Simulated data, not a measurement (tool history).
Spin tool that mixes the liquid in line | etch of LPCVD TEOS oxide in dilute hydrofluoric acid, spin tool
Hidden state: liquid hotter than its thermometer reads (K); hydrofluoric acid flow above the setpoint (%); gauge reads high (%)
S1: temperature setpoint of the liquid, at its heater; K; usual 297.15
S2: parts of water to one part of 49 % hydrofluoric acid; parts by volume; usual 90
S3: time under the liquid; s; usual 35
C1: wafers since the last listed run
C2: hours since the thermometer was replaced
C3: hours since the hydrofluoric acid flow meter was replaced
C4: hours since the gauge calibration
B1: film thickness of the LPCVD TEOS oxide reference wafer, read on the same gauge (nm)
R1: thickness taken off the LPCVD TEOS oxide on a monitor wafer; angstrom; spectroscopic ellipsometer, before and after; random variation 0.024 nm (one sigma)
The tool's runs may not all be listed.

run 1 day=0.000 | S1=297.15 S2=90 S3=25 | C1=0 C2=1886.2 C3=48.1 C4=486.3 | B1=110.02 | R1=45.5
run 2 day=1.267 | S1=297.15 S2=90 S3=35 | C1=531 C2=1916.6 C3=78.5 C4=516.7 | B1=109.99 | R1=63.5
run 3 day=4.025 | S1=297.15 S2=90 S3=35 | C1=1158 C2=1982.8 C3=144.7 C4=582.9 | B1=109.98 | R1=63.8
run 4 day=6.633 | S1=297.15 S2=90 S3=35 | C1=1095 C2=2045.4 C3=207.3 C4=645.5 | B1=109.97 | R1=64.2
run 5 day=8.429 | S1=297.15 S2=90 S3=35 | C1=754 C2=2088.5 C3=250.4 C4=688.6 | B1=109.99 | R1=64.3
run 6 day=10.358 | S1=297.15 S2=90 S3=35 | C1=810 C2=2134.8 C3=296.7 C4=734.9 | B1=110.00 | R1=64.4
run 7 day=12.346 | S1=297.15 S2=90 S3=35 | C1=834 C2=2182.5 C3=344.4 C4=782.6 | B1=110.01 | R1=64.5
run 8 day=14.175 | S1=297.15 S2=90 S3=35 | C1=768 C2=2226.4 C3=388.3 C4=826.5 | B1=110.04 | R1=64.5
-- day=16.558 thermometer replaced
run 9 day=17.146 | S1=295.15 S2=90 S3=35 | C1=1230 C2=14.1 C3=459.6 C4=897.8 | B1=110.03 | R1=59.8
run 10 day=19.079 | S1=295.15 S2=90 S3=35 | C1=811 C2=60.5 C3=506.0 C4=944.2 | B1=110.02 | R1=60.7
run 11 day=20.362 | S1=295.65 S2=75 S3=35 | C1=538 C2=91.3 C3=536.8 C4=975.0 | B1=110.03 | R1=74.9
run 12 day=22.621 | S1=295.65 S2=75 S3=35 | C1=948 C2=145.5 C3=591.0 C4=1029.2 | B1=110.03 | R1=75.0
run 13 day=25.004 | S1=298.65 S2=130 S3=25 | C1=1000 C2=202.7 C3=648.2 C4=1086.4 | B1=110.01 | R1=32.6
run 14 day=26.612 | S1=300.65 S2=110 S3=35 | C1=675 C2=241.3 C3=686.8 C4=1125.0 | B1=109.97 | R1=60.4
-- day=28.483 gauge calibrated
run 15 day=29.221 | S1=295.65 S2=75 S3=35 | C1=1095 C2=303.9 C3=749.4 C4=17.7 | B1=109.99 | R1=76.5
-- day=33.933 hydrofluoric acid flow meter replaced
run 16 day=34.308 | S1=297.15 S2=90 S3=35 | C1=2119 C2=426.0 C3=9.0 C4=139.8 | B1=110.01 | R1=63.7
run 17 day=36.312 | S1=298.65 S2=65 S3=15 | C1=841 C2=474.1 C3=57.1 C4=187.9 | B1=110.02 | R1=41.7
run 18 day=38.721 | S1=297.15 S2=90 S3=35 | C1=1011 C2=531.9 C3=114.9 C4=245.7 | B1=110.00 | R1=64.1
run 19 day=40.675 | S1=293.15 S2=55 S3=15 | C1=820 C2=578.8 C3=161.8 C4=292.6 | B1=110.02 | R1=39.8

Run 20 comes next. What will it give?
run 20 day=43.058 | S1=300.65 S2=90 S3=35 | C1=1000 C2=636.0 C3=219.0 C4=349.8 | B1=? | R1=?

Run 20 gave B1 110.03, R1 73.9 angstrom.
Without the tool's hidden state the same run would have given R1 72.9 angstrom.
